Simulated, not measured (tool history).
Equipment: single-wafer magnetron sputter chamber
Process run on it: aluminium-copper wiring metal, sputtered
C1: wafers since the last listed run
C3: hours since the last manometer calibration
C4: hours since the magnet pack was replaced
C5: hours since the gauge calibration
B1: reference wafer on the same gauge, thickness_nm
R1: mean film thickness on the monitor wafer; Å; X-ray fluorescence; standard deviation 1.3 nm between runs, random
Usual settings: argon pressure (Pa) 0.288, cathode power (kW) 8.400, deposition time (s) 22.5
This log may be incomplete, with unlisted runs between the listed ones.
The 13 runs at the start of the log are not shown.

run 14 hour=1381.0 | argon_pressure_(Pa)=0.288 cathode_power_(kW)=8.400 deposition_time_(s)=22.5 | C1=988 wafers_on_the_sputter_target=9938 C3=164.3 C4=289.4 C5=954.2 | B1=281.153 | R1=3212.03
run 15 hour=1467.3 | argon_pressure_(Pa)=0.288 cathode_power_(kW)=8.400 deposition_time_(s)=21.1 | C1=1934 wafers_on_the_sputter_target=11872 C3=250.6 C4=375.7 C5=1040.5 | B1=281.321 | R1=3016.76
run 16 hour=1520.4 | argon_pressure_(Pa)=0.254 cathode_power_(kW)=8.400 deposition_time_(s)=22.5 | C1=1190 wafers_on_the_sputter_target=13063 C3=303.7 C4=428.8 C5=1093.6 | B1=280.715 | R1=3260.83
run 17 hour=1592.5 | argon_pressure_(Pa)=0.288 cathode_power_(kW)=8.400 deposition_time_(s)=22.5 | C1=1616 wafers_on_the_sputter_target=14679 C3=375.8 C4=500.9 C5=1165.7 | B1=281.016 | R1=3240.70
-- hour=1654.6 sputter target and shields replaced
run 18 hour=1688.4 | argon_pressure_(Pa)=0.288 cathode_power_(kW)=7.350 deposition_time_(s)=26.9 | C1=1970 wafers_on_the_sputter_target=758 C3=471.7 C4=596.8 C5=1261.6 | B1=281.298 | R1=3376.38
run 19 hour=1731.6 | argon_pressure_(Pa)=0.288 cathode_power_(kW)=8.400 deposition_time_(s)=22.5 | C1=968 wafers_on_the_sputter_target=1726 C3=514.9 C4=640.0 C5=1304.8 | B1=281.892 | R1=3196.92
run 20 hour=1768.6 | argon_pressure_(Pa)=0.288 cathode_power_(kW)=8.400 deposition_time_(s)=22.5 | C1=829 wafers_on_the_sputter_target=2556 C3=551.9 C4=677.0 C5=1341.8 | B1=281.562 | R1=3224.59
run 21 hour=1909.2 | argon_pressure_(Pa)=0.254 cathode_power_(kW)=8.400 deposition_time_(s)=22.5 | C1=3151 wafers_on_the_sputter_target=5707 C3=692.5 C4=817.6 C5=1482.4 | B1=281.693 | R1=3280.85
run 22 hour=1979.6 | argon_pressure_(Pa)=0.236 cathode_power_(kW)=7.750 deposition_time_(s)=19.6 | C1=1577 wafers_on_the_sputter_target=7285 C3=762.9 C4=888.0 C5=1552.8 | B1=281.677 | R1=2652.81
run 23 hour=2283.1 | argon_pressure_(Pa)=0.288 cathode_power_(kW)=8.400 deposition_time_(s)=22.5 | C1=6802 wafers_on_the_sputter_target=14088 C3=1066.4 C4=1191.5 C5=1856.3 | B1=282.153 | R1=3216.35
-- hour=2327.6 sputter target and shields replaced
run 24 hour=2377.9 | argon_pressure_(Pa)=0.373 cathode_power_(kW)=6.800 deposition_time_(s)=25.6 | C1=1945 wafers_on_the_sputter_target=1128 C3=1161.2 C4=1286.3 C5=1951.1 | B1=282.102 | R1=2850.69
run 25 hour=2444.8 | argon_pressure_(Pa)=0.251 cathode_power_(kW)=8.400 deposition_time_(s)=22.5 | C1=1499 wafers_on_the_sputter_target=2627 C3=1228.1 C4=1353.2 C5=2018.0 | B1=282.434 | R1=3281.45
run 26 hour=2494.4 | argon_pressure_(Pa)=0.288 cathode_power_(kW)=9.750 deposition_time_(s)=25.1 | C1=1111 wafers_on_the_sputter_target=3739 C3=1277.7 C4=1402.8 C5=2067.6 | B1=282.443 | R1=4178.00
run 27 hour=2565.4 | argon_pressure_(Pa)=0.373 cathode_power_(kW)=6.800 deposition_time_(s)=25.6 | C1=1591 wafers_on_the_sputter_target=5330 C3=1348.7 C4=1473.8 C5=2138.6 | B1=282.845 | R1=2841.49
run 28 hour=2653.3 | argon_pressure_(Pa)=0.327 cathode_power_(kW)=7.750 deposition_time_(s)=20.0 | C1=1970 wafers_on_the_sputter_target=7301 C3=1436.6 C4=1561.7 C5=2226.5 | B1=282.207 | R1=2600.81
run 29 hour=2692.0 | argon_pressure_(Pa)=0.288 cathode_power_(kW)=10.200 deposition_time_(s)=22.5 | C1=867 wafers_on_the_sputter_target=8168 C3=1475.3 C4=1600.4 C5=2265.2 | B1=282.778 | R1=3938.58
-- hour=2760.1 capacitance manometer re-zeroed and calibrated
run 30 hour=2780.6 | argon_pressure_(Pa)=0.366 cathode_power_(kW)=9.800 deposition_time_(s)=18.3 | C1=1806 wafers_on_the_sputter_target=9975 C3=20.5 C4=1689.0 C5=2353.8 | B1=283.265 | R1=2959.30
run 31 hour=2837.8 | argon_pressure_(Pa)=0.288 cathode_power_(kW)=9.900 deposition_time_(s)=21.1 | C1=1282 wafers_on_the_sputter_target=11257 C3=77.7 C4=1746.2 C5=2411.0 | B1=283.070 | R1=3594.87
run 32 hour=2925.6 | argon_pressure_(Pa)=0.288 cathode_power_(kW)=8.400 deposition_time_(s)=26.6 | C1=1968 wafers_on_the_sputter_target=13225 C3=165.5 C4=1834.0 C5=2498.8 | B1=283.526 | R1=3823.34
run 33 hour=2989.6 | argon_pressure_(Pa)=0.288 cathode_power_(kW)=8.400 deposition_time_(s)=22.5 | C1=1434 wafers_on_the_sputter_target=14659 C3=229.5 C4=1898.0 C5=2562.8 | B1=283.191 | R1=3250.78
run 34 hour=3077.9 | argon_pressure_(Pa)=0.288 cathode_power_(kW)=8.400 deposition_time_(s)=22.5 | C1=1979 wafers_on_the_sputter_target=16638 C3=317.8 C4=1986.3 C5=2651.1 | B1=283.115 | R1=3250.03
run 35 hour=3145.9 | argon_pressure_(Pa)=0.288 cathode_power_(kW)=7.750 deposition_time_(s)=22.5 | C1=1524 wafers_on_the_sputter_target=18163 C3=385.8 C4=2054.3 C5=2719.1 | B1=283.216 | R1=2986.48

3 ways to go on from here, each from the tool as it stands after run 35. What would each give?
run A hour=3146.3 | argon_pressure_(Pa)=0.288 cathode_power_(kW)=7.050 deposition_time_(s)=22.5 | C1=8 wafers_on_the_sputter_target=18172 C3=386.2 C4=2054.7 C5=2719.5 | B1=? | R1=?
run B hour=3146.3 | argon_pressure_(Pa)=0.193 cathode_power_(kW)=7.300 deposition_time_(s)=21.1 | C1=8 wafers_on_the_sputter_target=18172 C3=386.2 C4=2054.7 C5=2719.5 | B1=? | R1=?
run C hour=3146.3 | argon_pressure_(Pa)=0.383 cathode_power_(kW)=8.400 deposition_time_(s)=24.7 | C1=8 wafers_on_the_sputter_target=18172 C3=386.2 C4=2054.7 C5=2719.5 | B1=? | R1=?

run=A B1=283.643 R1=2696.33
run=B B1=283.643 R1=2744.66
run=C B1=283.643 R1=3367.04
Stripped of hidden state, with their random variation kept, the same runs would have yielded:
run=A R1=2671.62
run=B R1=2719.50
run=C R1=3336.18
